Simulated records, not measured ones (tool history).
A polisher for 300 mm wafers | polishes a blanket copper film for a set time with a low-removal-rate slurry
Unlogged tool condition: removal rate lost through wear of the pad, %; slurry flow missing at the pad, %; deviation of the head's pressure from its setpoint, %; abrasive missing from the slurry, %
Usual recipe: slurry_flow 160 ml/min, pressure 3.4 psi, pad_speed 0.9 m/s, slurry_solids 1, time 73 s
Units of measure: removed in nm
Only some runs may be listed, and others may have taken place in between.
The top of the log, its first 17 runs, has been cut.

run    hour  slurry_flow  pressure  pad_speed  slurry_solids  time  wafers since the last listed run  wafers polished on this pad  hours since the slurry nozzle was cleaned  hours since the head pressure was calibrated  hours since the slurry blender was calibrated  incoming thickness of the incoming film, nm  removed
 18   845.6          160       3.4       1.12              1    73                               741                         3052                                      309.8                                         215.3                                          123.5                                          643    220.9
 19   911.4          180       2.6        0.9              1    73                               677                         3729                                      375.6                                         281.1                                          189.3                                        637.6    134.7
 20   958.9          195       3.4        0.6            0.7    73                               489                         4218                                      423.1                                         328.6                                          236.8                                        647.3    110.2
      989.9  -- worn pad replaced by a new one
 21  1028.2          160       3.4        0.9              1    98                               672                          394                                      492.4                                         397.9                                          306.1                                        636.9    256.9
 22  1068.9          205       3.4        0.9              1    73                               419                          813                                      533.1                                         438.6                                          346.8                                        642.1    193.1
     1075.2  -- slurry nozzle cleaned
 23    1124          160       3.4        0.9              1    73                               557                         1370                                       48.8                                         493.7                                          401.9                                        637.7    181.7
 24  1150.7          160       3.4        0.9              1    73                               274                         1645                                       75.5                                         520.4                                          428.6                                        644.1    180.5
     1155.1  -- head pressure recalibrated
 25  1199.8          160       2.9        0.9            1.2    88                               485                         2130                                      124.6                                          44.7                                          477.7                                        634.8    191.6
     1242.1  -- slurry blender recalibrated
 26  1328.6          160       4.2        0.9              1    73                              1305                         3436                                      253.4                                         173.5                                           86.5                                        638.3    233.8
 27  1389.5          110       3.4       1.06           1.25    56                               627                         4063                                      314.3                                         234.4                                          147.4                                        651.1    160.5
 28  1448.5          160       3.4        0.9              1    73                               607                         4671                                      373.3                                         293.4                                          206.4                                        631.9    180.1
 29  1498.1          195       3.4       0.66            0.9    89                               510                         5182                                      422.9                                           343                                            256                                        630.6      158
     1550.3  -- worn pad replaced by a new one
 30  1565.7          160       3.4        0.9              1    88                               654                          158                                      490.5                                         410.6                                          323.6                                        646.5    230.1
 31  1603.2          135       3.7       0.66              1    73                               386                          544                                        528                                         448.1                                          361.1                                        647.2    145.3

What if the next run were any one of these 3? Each begins from the tool's condition after run 31:
  A  1603.6          160       3.4        0.9              1    73                                 4                          548                                      528.4                                         448.5                                          361.5                                          644        ?
  B  1603.6          160       3.4        0.9            1.2    64                                 4                          548                                      528.4                                         448.5                                          361.5                                          644        ?
  C  1603.6          210       3.4        0.9            0.8    66                                 4                          548                                      528.4                                         448.5                                          361.5                                          644        ?

run  removed
  A    189.7
  B    172.2
  C    171.6
With the hidden condition removed and each run's random variation left untouched, the same runs would have given:
run  removed
  A    209.7
  B    190.8
  C    189.4
